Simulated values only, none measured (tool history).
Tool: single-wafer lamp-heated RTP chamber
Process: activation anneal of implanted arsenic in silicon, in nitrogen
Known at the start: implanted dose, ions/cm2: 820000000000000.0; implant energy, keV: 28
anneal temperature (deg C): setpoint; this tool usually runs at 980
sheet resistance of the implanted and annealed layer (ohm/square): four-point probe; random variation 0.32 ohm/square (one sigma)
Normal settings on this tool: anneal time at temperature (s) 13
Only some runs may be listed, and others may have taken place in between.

run    hour  anneal temperature (deg C)  anneal time at temperature (s)  wafers since the last listed run  wafers since the last pyrometer calibration  wafers since the reflector plate was cleaned  hours since the gauge calibration  read-back reference wafer on the same gauge, sheet resistance  sheet resistance of the implanted and annealed layer (ohm/square)
  1     0.0                         980                              16                                 0                                          171                                          3597                              685.9                                                         148.98                                                             140.73
  2    38.8                         980                              13                               750                                          921                                          4347                              724.7                                                         149.04                                                             141.91
  3    85.3                         980                              13                               899                                         1820                                          5246                              771.2                                                         148.99                                                             141.25
  4   170.5                         980                              13                              1647                                         3468                                          6894                              856.4                                                         149.00                                                             140.39
  5   239.3                         990                              13                              1330                                         4798                                          8224                              925.2                                                         148.90                                                             138.41
      264.6  -- reflector plate cleaned
  6   283.0                         980                              13                               690                                         5489                                           354                              968.9                                                         148.96                                                             140.96
      315.8  -- pyrometer window cleaned and pyrometer calibrated
  7   357.5                         980                              13                              1285                                          805                                          1640                             1043.4                                                         148.99                                                             142.26
  8   435.6                         959                              13                              1510                                         2315                                          3151                             1121.5                                                         149.08                                                             144.85
  9   473.4                         959                              13                               730                                         3046                                          3882                             1159.3                                                         149.02                                                             144.99
 10   580.3                         959                              13                              2067                                         5114                                          5949                             1266.2                                                         149.05                                                             143.59
      643.9  -- gauge calibrated
      647.8  -- pyrometer window cleaned and pyrometer calibrated
 11   684.8                         980                              13                              1866                                          715                                          7815                               40.9                                                         148.93                                                             140.75
      739.8  -- reflector plate cleaned
 12   740.3                         969                              11                               918                                         1634                                             9                               96.4                                                         149.00                                                             144.72
 13   794.0                         962                              13                              1038                                         2672                                          1047                              150.1                                                         149.00                                                             144.50
 14   852.9                        1005                              18                              1138                                         3811                                          2186                              209.0                                                         148.93                                                             136.47
 15   926.4                         997                              10                              1421                                         5233                                          3607                              282.5                                                         149.07                                                             139.33
     1023.1  -- pyrometer window cleaned and pyrometer calibrated
 16  1152.4                        1004                              19                              4215                                         2500                                          7823                              508.5                                                         149.07                                                             135.19
 17  1224.7                         980                              13                              1398                                         3898                                          9221                              580.8                                                         148.98                                                             140.68
     1239.7  -- reflector plate cleaned
     1364.5  -- pyrometer window cleaned and pyrometer calibrated
 18  1401.5                         955                               9                              3109                                          714                                          2973                              757.6                                                         148.99                                                             149.63
 19  1501.8                         980                              20                              1939                                         2654                                          4913                              857.9                                                         148.94                                                             137.78
 20  1585.8                        1007                              17                              1624                                         4278                                          6537                              941.9                                                         149.04                                                             135.58
 21  1638.5                        1009                               6                              1019                                         5297                                          7556                              994.6                                                         148.96                                                             139.98
     1678.4  -- pyrometer window cleaned and pyrometer calibrated
 22  1725.9                         980                              13                              1535                                          917                                          9091                             1082.0                                                         148.98                                                             140.70

Consider 3 possible next runs. They are alternatives, not a sequence: every one starts from the tool as it was left by run 22. What does each give?
  A  1726.3                         980                              13                                 7                                          925                                          9099                             1082.4                                                              ?                                                                  ?
  B  1726.3                         967                               7                                 7                                          925                                          9099                             1082.4                                                              ?                                                                  ?
  C  1726.3                         958                               9                                 7                                          925                                          9099                             1082.4                                                              ?                                                                  ?

run  read-back reference wafer on the same gauge, sheet resistance  sheet resistance of the implanted and annealed layer (ohm/square)
  A                                                         149.00                                                             141.01
  B                                                         149.00                                                             147.65
  C                                                         149.00                                                             147.81
The same runs, with their run-to-run variation unchanged, on a tool lacking any hidden condition would have given:
run  sheet resistance of the implanted and annealed layer (ohm/square)
  A                                                             143.72
  B                                                             150.32
  C                                                             150.67
